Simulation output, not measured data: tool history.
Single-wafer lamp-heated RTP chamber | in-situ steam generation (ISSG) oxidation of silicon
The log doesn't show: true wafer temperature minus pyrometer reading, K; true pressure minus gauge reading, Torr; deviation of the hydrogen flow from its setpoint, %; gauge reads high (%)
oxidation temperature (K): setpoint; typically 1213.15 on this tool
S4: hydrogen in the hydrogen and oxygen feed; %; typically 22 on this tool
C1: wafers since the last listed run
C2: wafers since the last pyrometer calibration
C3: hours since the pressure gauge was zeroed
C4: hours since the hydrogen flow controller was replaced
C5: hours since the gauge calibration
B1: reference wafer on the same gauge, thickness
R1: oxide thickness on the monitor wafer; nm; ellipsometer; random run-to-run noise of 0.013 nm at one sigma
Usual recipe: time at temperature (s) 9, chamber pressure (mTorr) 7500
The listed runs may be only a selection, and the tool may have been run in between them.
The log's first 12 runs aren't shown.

{"run": 13, "hour": 291.3, "oxidation temperature (K)": 1213.15, "time at temperature (s)": 9, "chamber pressure (mTorr)": 7500, "S4": 22, "C1": 184, "C2": 5306, "C3": 126.2, "C4": 109.8, "C5": 125.1, "B1": 2.636, "R1": 3.282}
{"run": 14, "hour": 309.5, "oxidation temperature (K)": 1219.15, "time at temperature (s)": 7, "chamber pressure (mTorr)": 7500, "S4": 30, "C1": 172, "C2": 5479, "C3": 144.4, "C4": 128.0, "C5": 143.3, "B1": 2.637, "R1": 3.325}
{"run": 15, "hour": 390.3, "oxidation temperature (K)": 1226.15, "time at temperature (s)": 9, "chamber pressure (mTorr)": 8300, "S4": 22, "C1": 767, "C2": 6246, "C3": 225.2, "C4": 208.8, "C5": 224.1, "B1": 2.633, "R1": 3.36}
{"hour": 409.9, "done": "pyrometer window cleaned and pyrometer calibrated"}
{"run": 16, "hour": 418.4, "oxidation temperature (K)": 1194.15, "time at temperature (s)": 7, "chamber pressure (mTorr)": 7500, "S4": 22, "C1": 190, "C2": 80, "C3": 253.3, "C4": 236.9, "C5": 252.2, "B1": 2.638, "R1": 2.911}
{"run": 17, "hour": 450.9, "oxidation temperature (K)": 1213.15, "time at temperature (s)": 9, "chamber pressure (mTorr)": 7500, "S4": 22, "C1": 308, "C2": 389, "C3": 285.8, "C4": 269.4, "C5": 284.7, "B1": 2.641, "R1": 3.317}
{"run": 18, "hour": 525.3, "oxidation temperature (K)": 1233.15, "time at temperature (s)": 9, "chamber pressure (mTorr)": 7500, "S4": 22, "C1": 706, "C2": 1096, "C3": 360.2, "C4": 343.8, "C5": 359.1, "B1": 2.642, "R1": 3.455}
{"run": 19, "hour": 541.4, "oxidation temperature (K)": 1213.15, "time at temperature (s)": 9, "chamber pressure (mTorr)": 7500, "S4": 22, "C1": 152, "C2": 1249, "C3": 376.3, "C4": 359.9, "C5": 375.2, "B1": 2.64, "R1": 3.32}
{"run": 20, "hour": 563.0, "oxidation temperature (K)": 1202.15, "time at temperature (s)": 9, "chamber pressure (mTorr)": 7500, "S4": 22, "C1": 205, "C2": 1454, "C3": 397.9, "C4": 381.5, "C5": 396.8, "B1": 2.635, "R1": 3.265}
{"run": 21, "hour": 585.6, "oxidation temperature (K)": 1201.15, "time at temperature (s)": 9, "chamber pressure (mTorr)": 7500, "S4": 22, "C1": 214, "C2": 1669, "C3": 420.5, "C4": 404.1, "C5": 419.4, "B1": 2.64, "R1": 3.256}
{"hour": 611.2, "done": "pyrometer window cleaned and pyrometer calibrated, repeated, since the last time left the tool worse"}
{"run": 22, "hour": 611.7, "oxidation temperature (K)": 1213.15, "time at temperature (s)": 9, "chamber pressure (mTorr)": 7500, "S4": 28, "C1": 171, "C2": 4, "C3": 446.6, "C4": 430.2, "C5": 445.5, "B1": 2.639, "R1": 3.438}
{"run": 23, "hour": 627.3, "oxidation temperature (K)": 1206.15, "time at temperature (s)": 7, "chamber pressure (mTorr)": 7500, "S4": 31, "C1": 148, "C2": 152, "C3": 462.2, "C4": 445.8, "C5": 461.1, "B1": 2.639, "R1": 3.237}

The next listed run, before its measurement:
{"run": 24, "hour": 641.7, "oxidation temperature (K)": 1213.15, "time at temperature (s)": 9, "chamber pressure (mTorr)": 7500, "S4": 22, "C1": 136, "C2": 289, "C3": 476.6, "C4": 460.2, "C5": 475.5, "B1": "?", "R1": "?"}

B1: 2.637
R1: 3.223 nm
Were there no unlogged condition in the tool, this run, its random variation unchanged, would have produced R1 3.215 nm.

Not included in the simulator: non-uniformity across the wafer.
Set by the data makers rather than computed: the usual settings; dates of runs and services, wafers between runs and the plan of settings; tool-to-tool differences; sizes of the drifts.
